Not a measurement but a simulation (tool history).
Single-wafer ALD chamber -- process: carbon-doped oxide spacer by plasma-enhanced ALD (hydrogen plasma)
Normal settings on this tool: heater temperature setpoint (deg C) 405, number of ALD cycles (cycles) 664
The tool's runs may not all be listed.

run    hour  heater temperature setpoint (deg C)  number of ALD cycles (cycles)  wafers since the last listed run  hours since the last thermocouple change  hours since the gauge calibration  read-back reference wafer on the same gauge, thickness_nm  mean film thickness on the monitor wafer (angstrom)
  1     0.0                                  405                            664                                 0                                    1063.0                              216.2                                                     36.660                                               337.22
  2    26.6                                  405                            664                                19                                    1089.6                              242.8                                                     36.618                                               337.39
  3    70.3                                  405                            664                                32                                    1133.3                              286.5                                                     36.589                                               335.69
  4   138.6                                  405                            664                                51                                    1201.6                              354.8                                                     36.541                                               335.93
  5   200.6                                  405                            664                                46                                    1263.6                              416.8                                                     36.497                                               334.56
  6   227.5                                  405                            664                                20                                    1290.5                              443.7                                                     36.453                                               338.22
  7   275.4                                  405                            610                                35                                    1338.4                              491.6                                                     36.401                                               308.03
  8   302.2                                  405                            610                                20                                    1365.2                              518.4                                                     36.401                                               303.93
  9   338.5                                  405                            664                                27                                    1401.5                              554.7                                                     36.329                                               331.87
 10   392.5                                  405                            664                                40                                    1455.5                              608.7                                                     36.215                                               332.36
 11   455.5                                  405                            664                                47                                    1518.5                              671.7                                                     36.163                                               332.36
 12   515.1                                  405                            664                                44                                    1578.1                              731.3                                                     35.991                                               331.97
 13   578.3                                  405                            664                                47                                    1641.3                              794.5                                                     35.848                                               328.77
 14   649.1                                  405                            664                                52                                    1712.1                              865.3                                                     35.681                                               327.35
 15   700.0                                  394                            664                                38                                    1763.0                              916.2                                                     35.626                                               331.66
 16   770.2                                  394                            664                                52                                    1833.2                              986.4                                                     35.365                                               327.19
 17   804.2                                  396                            759                                25                                    1867.2                             1020.4                                                     35.248                                               377.32
 18   858.9                                  400                            774                                40                                    1921.9                             1075.1                                                     35.067                                               382.04
 19   893.5                                  415                            569                                25                                    1956.5                             1109.7                                                     34.988                                               267.63
      952.6  -- thermocouple changed; heater temperature recalibrated
      965.7  -- gauge calibrated
 20   965.9                                  405                            770                                48                                      13.3                                0.2                                                     36.831                                               392.53
 21  1033.1                                  413                            710                                50                                      80.5                               67.4                                                     36.818                                               351.92
 22  1096.0                                  398                            538                                46                                     143.4                              130.3                                                     36.787                                               276.58
 23  1139.1                                  411                            721                                32                                     186.5                              173.4                                                     36.728                                               361.42
 24  1163.1                                  410                            781                                17                                     210.5                              197.4                                                     36.738                                               392.20
 25  1187.5                                  410                            796                                18                                     234.9                              221.8                                                     36.713                                               399.36
 26  1213.4                                  412                            613                                19                                     260.8                              247.7                                                     36.683                                               306.93
 27  1285.3                                  405                            664                                53                                     332.7                              319.6                                                     36.598                                               336.71
 28  1314.0                                  398                            794                                21                                     361.4                              348.3                                                     36.619                                               408.05
 29  1346.9                                  405                            664                                24                                     394.3                              381.2                                                     36.568                                               337.60
 30  1381.9                                  405                            664                                26                                     429.3                              416.2                                                     36.524                                               339.49
 31  1410.9                                  420                            760                                21                                     458.3                              445.2                                                     36.513                                               370.20
 32  1469.9                                  405                            591                                44                                     517.3                              504.2                                                     36.400                                               298.35

Take each entry between the runs: how does the hidden state at the last listed run before it differ from the hidden state at the first listed run after it?
Logged between run 19 and run 20: thermocouple changed; heater temperature recalibrated (hour 952.6); gauge calibrated (hour 965.7)
  gauge reads high (%): -4.63 -> 0.249
  the result without the hidden state subtracted from the measured one, mean film thickness on the monitor wafer (angstrom): -12.99 -> +0.97
